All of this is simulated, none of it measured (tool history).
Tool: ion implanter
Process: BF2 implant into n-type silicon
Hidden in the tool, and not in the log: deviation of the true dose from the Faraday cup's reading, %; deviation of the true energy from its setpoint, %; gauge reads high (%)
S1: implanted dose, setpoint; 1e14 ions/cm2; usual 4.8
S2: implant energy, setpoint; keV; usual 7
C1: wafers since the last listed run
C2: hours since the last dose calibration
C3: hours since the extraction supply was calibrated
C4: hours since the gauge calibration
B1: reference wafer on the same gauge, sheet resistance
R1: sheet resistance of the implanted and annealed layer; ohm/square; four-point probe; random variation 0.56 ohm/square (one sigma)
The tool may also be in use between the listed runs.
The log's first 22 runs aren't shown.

run,hour,S1,S2,C1,C2,C3,C4,B1,R1
23,333.2,5.61,9,166,46,20.3,73.6,435.03,318.21
24,358.4,4.8,5.5,322,71.2,45.5,98.8,435.02,408.2
25,374.1,5.31,5.5,200,86.9,61.2,114.5,435.03,385.66
26,388.8,4.8,7,187,101.6,75.9,129.2,435.21,374.13
27,406.6,5.78,8.5,227,119.4,93.7,147,435.04,318.36
28,415.2,4.8,7,109,128,102.3,155.6,435.27,373.56
29,427.1,6.16,7,152,139.9,114.2,167.5,435.36,327.75
30,449.5,4.32,7,286,162.3,136.6,189.9,434.82,396
31,464.5,4.8,7,191,177.3,151.6,204.9,434.85,372.48

Forecast run 32:
32,481.6,4.3,5,218,194.4,168.7,222,?,?

Run 32 gave B1 435.12, R1 446.74 ohm/square.
Without the tool's hidden state the same run would have given R1 450.2 ohm/square.
